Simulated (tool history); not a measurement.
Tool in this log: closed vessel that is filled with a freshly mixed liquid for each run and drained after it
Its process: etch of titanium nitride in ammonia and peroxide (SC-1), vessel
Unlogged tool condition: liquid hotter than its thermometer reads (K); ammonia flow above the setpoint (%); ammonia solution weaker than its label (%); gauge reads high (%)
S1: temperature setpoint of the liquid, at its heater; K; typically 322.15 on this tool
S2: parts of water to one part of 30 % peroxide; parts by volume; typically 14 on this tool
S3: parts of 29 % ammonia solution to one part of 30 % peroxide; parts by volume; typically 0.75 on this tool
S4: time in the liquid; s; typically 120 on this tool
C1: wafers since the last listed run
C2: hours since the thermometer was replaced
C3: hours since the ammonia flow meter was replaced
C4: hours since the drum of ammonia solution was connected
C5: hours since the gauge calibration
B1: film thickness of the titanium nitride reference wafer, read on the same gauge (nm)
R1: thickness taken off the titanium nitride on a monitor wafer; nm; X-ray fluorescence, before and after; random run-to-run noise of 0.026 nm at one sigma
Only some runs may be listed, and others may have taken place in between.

run     day      S1    S2    S3   S4    C1      C2     C3      C4      C5     B1     R1
  1       0  322.15    17  0.45  120     0  1350.4   48.6     3.8  1579.8  70.01   4.89
  2   1.917  322.15    17  0.45  120  3181  1396.4   94.6    49.8  1625.8  69.98   4.87
  3    6.35  319.65    14  0.75  120  7358  1502.8    201   156.2  1732.2  69.99   4.96
  4   9.471  322.15    14  0.75  120  5180  1577.7  275.9   231.1  1807.1  69.98   5.97
  5  11.817  322.15    14  0.75  120  3893    1634  332.2   287.4  1863.4  69.99   5.94
  6  15.529  322.15    14  0.75  120  6162  1723.1  421.3   376.5  1952.5  69.99    5.9
  7  18.846  322.15    14  0.75  120  5505  1802.7  500.9   456.1  2032.1     70   5.98
  8  21.983  322.15    14   0.6  120  5207    1878  576.2   531.4  2107.4     70   5.74
     24.179  -- ammonia flow meter replaced
  9  25.112  322.15    14   0.6  120  5124  1953.1   22.4   606.5  2182.5  70.01    5.6
 10  28.283  322.15    14   0.6  120  5263  2029.2   98.5   682.6  2258.6  69.97   5.61
 11  31.204  331.65   8.5  0.75   90  4848  2099.3  168.6   752.7  2328.7  69.99  10.82
 12   34.15  312.65  19.5  0.95   95  4889    2170  239.3   823.4  2399.4     70   2.03
 13  36.888  322.15    14   0.5  185  4543  2235.7    305   889.1  2465.1     70   8.42
 14  40.212  316.15    14  0.75  120  5518  2315.5  384.8   968.9  2544.9  70.02   3.84
     41.412  -- gauge calibrated
 15  42.438  327.15    14  0.75   80  3693  2368.9  438.2  1022.3    24.6  70.01   5.53
     43.817  -- thermometer replaced
 16  44.871  312.15  20.5   0.5  120  3969    25.3  496.6  1080.7      83  70.01   2.16
 17  48.067  322.15  17.5  0.45  120  5304     102  573.3  1157.4   159.7  70.01   4.71
     48.988  -- new drum of ammonia solution connected
 18  52.004  322.15    14   0.5  170  6466   196.5  667.8    72.4   254.2  69.98   7.96
 19  54.017  322.15    14  0.75  120  3340   244.8  716.1   120.7   302.5  69.99   5.98
 20  55.838  322.15    14  0.75  120  3022   288.5  759.8   164.4   346.2  69.97   6.06
     56.425  -- ammonia flow meter replaced
 21  58.421  322.15    14  0.75  120  4218   350.5   47.9   226.4   408.2  69.99   5.86
 22  62.883  316.65  11.5     1   80  7406   457.6    155   333.5   515.3     70   3.11
 23  65.508  322.15    14  0.75  120  4357   520.6    218   396.5   578.3  69.98   5.92
 24   67.95  322.15    14     1  165  4052   579.2  276.6   455.1   636.9  70.01   8.55
 25  70.688  322.15    14  0.75  120  4543   644.9  342.3   520.8   702.6  70.02   5.94
 26  74.075  322.15    14  0.75  120  5622   726.2  423.6   602.1   783.9  69.98    5.9
 27  77.346  328.15     9   0.5  140  5428   804.7  502.1   680.6   862.4  70.02  12.26

Each row is a separate what-if for the run after 27, all from the same tool condition, not one after another. Results?
  A  77.375  322.15  14  0.75  120  48  805.4  502.8  681.3  863.1   ?   ?
  B  77.375  329.65  14  0.55  170  48  805.4  502.8  681.3  863.1   ?   ?
  C  77.375  322.15  14     1  160  48  805.4  502.8  681.3  863.1   ?   ?
  D  77.375  322.15  14  0.55  160  48  805.4  502.8  681.3  863.1   ?   ?

run     B1     R1
  A  70.02   5.95
  B  70.02  13.34
  C  70.02   8.32
  D  70.02   7.51
The same runs, with their run-to-run variation unchanged, on a tool lacking any hidden condition would have given:
run     R1
  A   5.94
  B  13.32
  C   8.31
  D    7.5
